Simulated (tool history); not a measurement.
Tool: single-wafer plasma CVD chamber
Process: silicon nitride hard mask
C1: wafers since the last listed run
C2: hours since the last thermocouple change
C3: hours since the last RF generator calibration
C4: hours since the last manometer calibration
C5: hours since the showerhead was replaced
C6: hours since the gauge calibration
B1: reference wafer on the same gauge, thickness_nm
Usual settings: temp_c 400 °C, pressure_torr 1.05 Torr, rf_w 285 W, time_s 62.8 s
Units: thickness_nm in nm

{"run": 1, "hour": 0.0, "temp_c": 400, "pressure_torr": 1.05, "rf_w": 285, "time_s": 62.8, "C1": 0, "C2": 1042.5, "C3": 1895.7, "C4": 1635.6, "C5": 7491.7, "C6": 54.7, "B1": 58.079, "thickness_nm": 57.743}
{"run": 2, "hour": 6.4, "temp_c": 400, "pressure_torr": 1.05, "rf_w": 285, "time_s": 62.8, "C1": 60, "C2": 1048.9, "C3": 1902.1, "C4": 1642.0, "C5": 7498.1, "C6": 61.1, "B1": 58.096, "thickness_nm": 57.719}
{"run": 3, "hour": 22.2, "temp_c": 400, "pressure_torr": 1.05, "rf_w": 285, "time_s": 62.8, "C1": 148, "C2": 1064.7, "C3": 1917.9, "C4": 1657.8, "C5": 7513.9, "C6": 76.9, "B1": 58.099, "thickness_nm": 57.782}
{"run": 4, "hour": 33.1, "temp_c": 400, "pressure_torr": 1.05, "rf_w": 285, "time_s": 62.8, "C1": 102, "C2": 1075.6, "C3": 1928.8, "C4": 1668.7, "C5": 7524.8, "C6": 87.8, "B1": 58.107, "thickness_nm": 57.815}
{"run": 5, "hour": 50.6, "temp_c": 400, "pressure_torr": 1.05, "rf_w": 285, "time_s": 62.8, "C1": 164, "C2": 1093.1, "C3": 1946.3, "C4": 1686.2, "C5": 7542.3, "C6": 105.3, "B1": 58.091, "thickness_nm": 57.865}
{"run": 6, "hour": 56.9, "temp_c": 400, "pressure_torr": 1.25, "rf_w": 285, "time_s": 62.8, "C1": 59, "C2": 1099.4, "C3": 1952.6, "C4": 1692.5, "C5": 7548.6, "C6": 111.6, "B1": 58.103, "thickness_nm": 60.331}
{"hour": 60.5, "done": "gauge calibrated"}
{"run": 7, "hour": 72.1, "temp_c": 400, "pressure_torr": 1.05, "rf_w": 285, "time_s": 62.8, "C1": 142, "C2": 1114.6, "C3": 1967.8, "C4": 1707.7, "C5": 7563.8, "C6": 11.6, "B1": 58.117, "thickness_nm": 57.798}
{"run": 8, "hour": 81.8, "temp_c": 400, "pressure_torr": 1.05, "rf_w": 320, "time_s": 62.8, "C1": 91, "C2": 1124.3, "C3": 1977.5, "C4": 1717.4, "C5": 7573.5, "C6": 21.3, "B1": 58.084, "thickness_nm": 62.762}
{"hour": 105.1, "done": "capacitance manometer re-zeroed and calibrated"}
{"run": 9, "hour": 105.6, "temp_c": 400, "pressure_torr": 1.05, "rf_w": 320, "time_s": 62.8, "C1": 148, "C2": 1148.1, "C3": 2001.3, "C4": 0.5, "C5": 7597.3, "C6": 45.1, "B1": 58.109, "thickness_nm": 62.559}
{"run": 10, "hour": 113.6, "temp_c": 400, "pressure_torr": 1.05, "rf_w": 320, "time_s": 62.8, "C1": 75, "C2": 1156.1, "C3": 2009.3, "C4": 8.5, "C5": 7605.3, "C6": 53.1, "B1": 58.084, "thickness_nm": 62.648}
{"run": 11, "hour": 121.9, "temp_c": 413, "pressure_torr": 1.12, "rf_w": 325, "time_s": 66.2, "C1": 77, "C2": 1164.4, "C3": 2017.6, "C4": 16.8, "C5": 7613.6, "C6": 61.4, "B1": 58.101, "thickness_nm": 67.481}
{"hour": 159.1, "done": "RF generator calibrated"}
{"hour": 163.2, "done": "thermocouple changed; heater temperature recalibrated"}
{"run": 12, "hour": 170.4, "temp_c": 400, "pressure_torr": 1.05, "rf_w": 245, "time_s": 62.8, "C1": 341, "C2": 7.2, "C3": 11.3, "C4": 65.3, "C5": 7662.1, "C6": 109.9, "B1": 58.122, "thickness_nm": 54.417}
{"run": 13, "hour": 178.5, "temp_c": 412, "pressure_torr": 0.87, "rf_w": 285, "time_s": 50.3, "C1": 76, "C2": 15.3, "C3": 19.4, "C4": 73.4, "C5": 7670.2, "C6": 118.0, "B1": 58.098, "thickness_nm": 46.324}
{"hour": 185.4, "done": "gauge calibrated"}
{"hour": 187.9, "done": "showerhead replaced, of another model than before"}
{"run": 14, "hour": 188.7, "temp_c": 389, "pressure_torr": 1.05, "rf_w": 285, "time_s": 62.8, "C1": 20, "C2": 25.5, "C3": 29.6, "C4": 83.6, "C5": 0.8, "C6": 3.3, "B1": 58.095, "thickness_nm": 61.117}
{"run": 15, "hour": 201.6, "temp_c": 389, "pressure_torr": 1.28, "rf_w": 285, "time_s": 56.4, "C1": 121, "C2": 38.4, "C3": 42.5, "C4": 96.5, "C5": 13.7, "C6": 16.2, "B1": 58.1, "thickness_nm": 56.949}
{"run": 16, "hour": 213.6, "temp_c": 400, "pressure_torr": 1.05, "rf_w": 285, "time_s": 62.8, "C1": 112, "C2": 50.4, "C3": 54.5, "C4": 108.5, "C5": 25.7, "C6": 28.2, "B1": 58.124, "thickness_nm": 60.852}
{"run": 17, "hour": 237.1, "temp_c": 392, "pressure_torr": 1.15, "rf_w": 255, "time_s": 53.4, "C1": 220, "C2": 73.9, "C3": 78.0, "C4": 132.0, "C5": 49.2, "C6": 51.7, "B1": 58.11, "thickness_nm": 46.872}
{"run": 18, "hour": 244.9, "temp_c": 400, "pressure_torr": 1.05, "rf_w": 285, "time_s": 62.8, "C1": 73, "C2": 81.7, "C3": 85.8, "C4": 139.8, "C5": 57.0, "C6": 59.5, "B1": 58.096, "thickness_nm": 60.653}
{"run": 19, "hour": 252.9, "temp_c": 394, "pressure_torr": 1.05, "rf_w": 285, "time_s": 62.8, "C1": 75, "C2": 89.7, "C3": 93.8, "C4": 147.8, "C5": 65.0, "C6": 67.5, "B1": 58.087, "thickness_nm": 60.794}
{"run": 20, "hour": 259.4, "temp_c": 392, "pressure_torr": 1.23, "rf_w": 285, "time_s": 66.7, "C1": 61, "C2": 96.2, "C3": 100.3, "C4": 154.3, "C5": 71.5, "C6": 74.0, "B1": 58.098, "thickness_nm": 66.602}

Forecast each of these 3 alternatives for the next run:
{"run": "A", "hour": 259.8, "temp_c": 400, "pressure_torr": 1.05, "rf_w": 285, "time_s": 62.8, "C1": 3, "C2": 96.6, "C3": 100.7, "C4": 154.7, "C5": 71.9, "C6": 74.4, "B1": "?", "thickness_nm": "?"}
{"run": "B", "hour": 259.8, "temp_c": 388, "pressure_torr": 0.84, "rf_w": 285, "time_s": 55.1, "C1": 3, "C2": 96.6, "C3": 100.7, "C4": 154.7, "C5": 71.9, "C6": 74.4, "B1": "?", "thickness_nm": "?"}
{"run": "C", "hour": 259.8, "temp_c": 400, "pressure_torr": 1.14, "rf_w": 320, "time_s": 62.8, "C1": 3, "C2": 96.6, "C3": 100.7, "C4": 154.7, "C5": 71.9, "C6": 74.4, "B1": "?", "thickness_nm": "?"}

run=A B1=58.093 thickness_nm=60.634
run=B B1=58.093 thickness_nm=51.492
run=C B1=58.093 thickness_nm=68.558
Without the tool's hidden state the same runs would have given:
run=A thickness_nm=61.224
run=B thickness_nm=51.993
run=C thickness_nm=69.176
